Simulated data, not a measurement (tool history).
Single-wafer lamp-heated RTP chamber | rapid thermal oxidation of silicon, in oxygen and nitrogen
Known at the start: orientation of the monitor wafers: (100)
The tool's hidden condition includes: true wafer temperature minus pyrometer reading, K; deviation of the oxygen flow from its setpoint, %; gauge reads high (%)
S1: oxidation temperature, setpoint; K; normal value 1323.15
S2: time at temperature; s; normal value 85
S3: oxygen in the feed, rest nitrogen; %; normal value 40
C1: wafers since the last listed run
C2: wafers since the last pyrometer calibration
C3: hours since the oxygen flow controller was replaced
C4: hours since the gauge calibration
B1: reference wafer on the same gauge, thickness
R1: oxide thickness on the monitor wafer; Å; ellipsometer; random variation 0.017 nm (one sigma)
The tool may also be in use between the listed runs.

Run 1, hour 0: usual settings; C1 0; C2 112; C3 600.6; C4 797.7; B1 6.122. Result: R1 71.83 Å.
Run 2, hour 96.3: usual settings; C1 727; C2 839; C3 696.9; C4 894; B1 6.122. Result: R1 71.5 Å.
Run 3, hour 170.2: usual settings; C1 557; C2 1397; C3 770.8; C4 967.9; B1 6.118. Result: R1 71.69 Å.
Run 4, hour 342.4: usual settings; C1 1300; C2 2697; C3 943; C4 1140.1; B1 6.121. Result: R1 71.69 Å.
Run 5, hour 400.3: usual settings; C1 437; C2 3134; C3 1000.9; C4 1198; B1 6.122. Result: R1 71.19 Å.
Run 6, hour 444.2: usual settings; C1 331; C2 3466; C3 1044.8; C4 1241.9; B1 6.121. Result: R1 71.48 Å.
Run 7, hour 547.1: usual settings; C1 776; C2 4243; C3 1147.7; C4 1344.8; B1 6.122. Result: R1 71.44 Å.
Run 8, hour 616.4: usual settings; C1 523; C2 4766; C3 1217; C4 1414.1; B1 6.122. Result: R1 71.56 Å.
Run 9, hour 691.9: usual settings; C1 570; C2 5336; C3 1292.5; C4 1489.6; B1 6.124. Result: R1 70.99 Å.
Run 10, hour 788.3: usual settings but S3 17 %; C1 727; C2 6064; C3 1388.9; C4 1586; B1 6.122. Result: R1 52.81 Å.
Run 11, hour 824.8: usual settings but S3 17 %; C1 275; C2 6339; C3 1425.4; C4 1622.5; B1 6.123. Result: R1 52.96 Å.
Run 12, hour 924.4: usual settings but S3 17 %; C1 751; C2 7091; C3 1525; C4 1722.1; B1 6.117. Result: R1 52.59 Å.
At hour 932.7: pyrometer window cleaned and pyrometer calibrated.
Run 13, hour 1013.7: usual settings; C1 613; C2 611; C3 1614.3; C4 1811.4; B1 6.123. Result: R1 71.22 Å.
Run 14, hour 1085.7: usual settings; C1 543; C2 1155; C3 1686.3; C4 1883.4; B1 6.12. Result: R1 71.14 Å.
Run 15, hour 1155.7: usual settings; C1 528; C2 1683; C3 1756.3; C4 1953.4; B1 6.122. Result: R1 70.94 Å.
Run 16, hour 1195.8: usual settings but S2 66 s; C1 302; C2 1986; C3 1796.4; C4 1993.5; B1 6.121. Result: R1 63.58 Å.
Run 17, hour 1250.6: usual settings but S1 1314.15 K; C1 413; C2 2400; C3 1851.2; C4 2048.3; B1 6.119. Result: R1 66.78 Å.
Run 18, hour 1289.7: usual settings but S1 1304.15 K, S3 17 %; C1 295; C2 2695; C3 1890.3; C4 2087.4; B1 6.126. Result: R1 46.52 Å.
At hour 1385.4: gauge calibrated.
Run 19, hour 1387.8: usual settings but S3 63 %; C1 740; C2 3436; C3 1988.4; C4 2.4; B1 6.116. Result: R1 84.21 Å.
Run 20, hour 1445.8: usual settings; C1 437; C2 3873; C3 2046.4; C4 60.4; B1 6.122. Result: R1 70.91 Å.
Run 21, hour 1510.8: usual settings but S2 62 s, S3 32 %; C1 490; C2 4364; C3 2111.4; C4 125.4; B1 6.12. Result: R1 56.69 Å.
Run 22, hour 1553.3: usual settings; C1 320; C2 4685; C3 2153.9; C4 167.9; B1 6.119. Result: R1 70.94 Å.
Run 23, hour 1608.3: usual settings but S3 57 %; C1 415; C2 5100; C3 2208.9; C4 222.9; B1 6.118. Result: R1 81.16 Å.
At hour 1691.9: oxygen flow controller replaced.
Run 24, hour 1692.4: usual settings but S1 1347.15 K; C1 574; C2 5675; C3 0.5; C4 307; B1 6.118. Result: R1 84.97 Å.
Run 25, hour 1729.2: usual settings; C1 277; C2 5953; C3 37.3; C4 343.8; B1 6.12. Result: R1 72.11 Å.
Run 26, hour 1771.6: usual settings but S1 1351.15 K, S2 124 s; C1 320; C2 6273; C3 79.7; C4 386.2; B1 6.118. Result: R1 103.21 Å.
Run 27, hour 1833.8: usual settings but S1 1350.15 K, S2 53 s, S3 20 %; C1 469; C2 6742; C3 141.9; C4 448.4; B1 6.126. Result: R1 55.38 Å.
At hour 1913.5: pyrometer window cleaned and pyrometer calibrated.
Run 28, hour 1919.9: usual settings but S3 60 %; C1 589; C2 48; C3 228; C4 534.5; B1 6.12. Result: R1 83.34 Å.
Run 29, hour 1966.7: usual settings but S1 1348.15 K; C1 353; C2 401; C3 274.8; C4 581.3; B1 6.124. Result: R1 85.03 Å.
Run 30, hour 2071.4: usual settings but S1 1346.15 K, S2 60 s, S3 48 %; C1 790; C2 1192; C3 379.5; C4 686; B1 6.123. Result: R1 76.65 Å.
Run 31, hour 2145.7: usual settings but S1 1294.15 K, S2 51 s, S3 29 %; C1 560; C2 1752; C3 453.8; C4 760.3; B1 6.121. Result: R1 42.72 Å.
Run 32, hour 2195.3: usual settings but S1 1295.15 K, S2 112 s; C1 374; C2 2127; C3 503.4; C4 809.9; B1 6.12. Result: R1 67.05 Å.
Run 33, hour 2459.6: usual settings but S1 1301.15 K, S2 50 s, S3 29 %; C1 1995; C2 4122; C3 767.7; C4 1074.2; B1 6.118. Result: R1 44.25 Å.
Run 34, hour 2547.1: usual settings; C1 660; C2 4783; C3 855.2; C4 1161.7; B1 6.122. Result: R1 72.03 Å.
Run 35, hour 2648.1: usual settings; C1 762; C2 5546; C3 956.2; C4 1262.7; B1 6.126. Result: R1 71.73 Å.
At hour 2749.5: pyrometer window cleaned and pyrometer calibrated.
Run 36, hour 2878.9: usual settings but S1 1309.15 K, S2 124 s; C1 1682; C2 977; C3 1187; C4 1493.5; B1 6.121. Result: R1 77 Å.
Run 37, hour 2958.9: usual settings but S1 1332.15 K, S2 48 s; C1 603; C2 1581; C3 1267; C4 1573.5; B1 6.121. Result: R1 59.09 Å.
Run 38, hour 3006.9: usual settings; C1 362; C2 1943; C3 1315; C4 1621.5; B1 6.115. Result: R1 71.45 Å.
Run 39, hour 3082.1: usual settings but S1 1351.15 K, S3 17 %; C1 567; C2 2511; C3 1390.2; C4 1696.7; B1 6.119. Result: R1 63.38 Å.

Below, some changes in R1 between adjacent runs. For each, the amount present without the hidden state too (settings, incoming material, random variation) and the amount remaining for the hidden state with gauge scatter not shared by both compared results:
Run 18 -> 19: S1 1304.15 -> 1323.15, S3 17 -> 63, gauge calibrated. R1 +37.69 Å: hidden state +0.05, all else +37.64.
Run 19 -> 20: S3 63 -> 40. R1 -13.3 Å: hidden state -0.34, all else -12.96.
Run 22 -> 23: S3 40 -> 57. R1 +10.22 Å: hidden state +0.18, all else +10.04.
Run 23 -> 24: S1 1323.15 -> 1347.15, S3 57 -> 40, oxygen flow controller replaced. R1 +3.81 Å: hidden state +1.22, all else +2.59.
Run 26 -> 27: S1 1351.15 -> 1350.15, S2 124 -> 53, S3 40 -> 20. R1 -47.83 Å: hidden state -0.06, all else -47.77.
Run 30 -> 31: S1 1346.15 -> 1294.15, S2 60 -> 51, S3 48 -> 29. R1 -33.93 Å: hidden state +0.01, all else -33.94.
